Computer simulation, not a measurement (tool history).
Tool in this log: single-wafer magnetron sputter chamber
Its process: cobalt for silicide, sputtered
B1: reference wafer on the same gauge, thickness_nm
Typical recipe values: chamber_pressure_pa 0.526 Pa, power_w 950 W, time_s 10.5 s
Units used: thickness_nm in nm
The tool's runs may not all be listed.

Run 1, hour 0.0: usual settings but chamber_pressure_pa 0.451 Pa; B1 4.033. Result: thickness_nm 4.619 nm.
Run 2, hour 30.1: usual settings but chamber_pressure_pa 0.451 Pa; B1 4.027. Result: thickness_nm 4.623 nm.
Run 3, hour 46.1: usual settings but chamber_pressure_pa 0.650 Pa; B1 4.025. Result: thickness_nm 4.406 nm.
Run 4, hour 66.5: usual settings but chamber_pressure_pa 0.650 Pa; B1 4.027. Result: thickness_nm 4.388 nm.
Run 5, hour 95.8: usual settings but chamber_pressure_pa 0.650 Pa; B1 4.032. Result: thickness_nm 4.383 nm.
Run 6, hour 116.9: usual settings; B1 4.033. Result: thickness_nm 4.554 nm.
Run 7, hour 129.7: usual settings; B1 4.027. Result: thickness_nm 4.533 nm.
Run 8, hour 154.1: usual settings; B1 4.029. Result: thickness_nm 4.548 nm.
Run 9, hour 176.2: usual settings; B1 4.031. Result: thickness_nm 4.591 nm.
Run 10, hour 209.7: usual settings; B1 4.032. Result: thickness_nm 4.558 nm.
Run 11, hour 230.9: usual settings but chamber_pressure_pa 0.449 Pa; B1 4.033. Result: thickness_nm 4.671 nm.
Run 12, hour 251.7: usual settings but chamber_pressure_pa 0.449 Pa; B1 4.028. Result: thickness_nm 4.649 nm.
Run 13, hour 278.5: usual settings but chamber_pressure_pa 0.449 Pa; B1 4.029. Result: thickness_nm 4.667 nm.
Run 14, hour 305.7: usual settings but chamber_pressure_pa 0.421 Pa; B1 4.026. Result: thickness_nm 4.670 nm.
Run 15, hour 322.7: usual settings; B1 4.028. Result: thickness_nm 4.526 nm.
Run 16, hour 350.9: usual settings; B1 4.029. Result: thickness_nm 4.520 nm.
Run 17, hour 368.2: usual settings but chamber_pressure_pa 0.603 Pa, time_s 11.0 s; B1 4.037. Result: thickness_nm 4.651 nm.
Run 18, hour 443.7: usual settings but chamber_pressure_pa 0.391 Pa, power_w 1150 W; B1 4.034. Result: thickness_nm 5.769 nm.
Run 19, hour 461.7: usual settings but time_s 9.1 s; B1 4.030. Result: thickness_nm 3.930 nm.
Run 20, hour 478.1: usual settings; B1 4.022. Result: thickness_nm 4.547 nm.
Run 21, hour 509.6: usual settings but time_s 11.9 s; B1 4.028. Result: thickness_nm 5.120 nm.
Run 22, hour 525.3: usual settings; B1 4.027. Result: thickness_nm 4.558 nm.
Run 23, hour 538.0: usual settings but chamber_pressure_pa 0.676 Pa, time_s 9.6 s; B1 4.027. Result: thickness_nm 3.985 nm.
Run 24, hour 561.7: usual settings but chamber_pressure_pa 0.456 Pa, power_w 1100 W; B1 4.029. Result: thickness_nm 5.399 nm.
Run 25, hour 597.6: usual settings but power_w 850 W; B1 4.030. Result: thickness_nm 4.083 nm.
Run 26, hour 621.0: usual settings but chamber_pressure_pa 0.718 Pa, power_w 850 W; B1 4.031. Result: thickness_nm 3.811 nm.
Run 27, hour 646.5: usual settings; B1 4.033. Result: thickness_nm 4.542 nm.
Run 28, hour 658.6: usual settings but time_s 12.3 s; B1 4.032. Result: thickness_nm 5.307 nm.
Run 29, hour 691.5: usual settings but chamber_pressure_pa 0.581 Pa, time_s 12.2 s; B1 4.024. Result: thickness_nm 5.202 nm.
Run 30, hour 718.5: usual settings but chamber_pressure_pa 0.727 Pa, time_s 11.7 s; B1 4.030. Result: thickness_nm 4.799 nm.
Run 31, hour 752.2: usual settings; B1 4.030. Result: thickness_nm 4.545 nm.
Run 32, hour 771.1: usual settings but chamber_pressure_pa 0.613 Pa, power_w 1150 W, time_s 11.6 s; B1 4.034. Result: thickness_nm 5.903 nm.
Run 33, hour 801.2: usual settings; B1 4.027. Result: thickness_nm 4.576 nm.
Run 34, hour 835.1: usual settings but power_w 750 W, time_s 9.6 s; B1 4.028. Result: thickness_nm 3.274 nm.

Removed from this log: 8 entries logged between the listed runs. Between which two listed runs does each belong, and how does the tool's hidden state at the listed run before it compare with that at the listed run after it?
Between runs 3 and 4: sputter target and shields replaced (hour 66.0)
  both runs share identical hidden conditions
Between runs 12 and 13: sputter target and shields replaced (hour 261.4)
  both runs share identical hidden conditions
Between runs 17 and 18: gauge calibrated (hour 410.4); sputter target and shields replaced (hour 433.5)
  both runs share identical hidden conditions
Between runs 22 and 23: magnet pack replaced (hour 537.3)
  both runs share identical hidden conditions
Between runs 23 and 24: capacitance manometer re-zeroed and calibrated (hour 546.3)
  both runs share identical hidden conditions
Between runs 25 and 26: sputter target and shields replaced (hour 607.5)
  both runs share identical hidden conditions
Between runs 32 and 33: sputter target and shields replaced (hour 779.5)
  both runs share identical hidden conditions
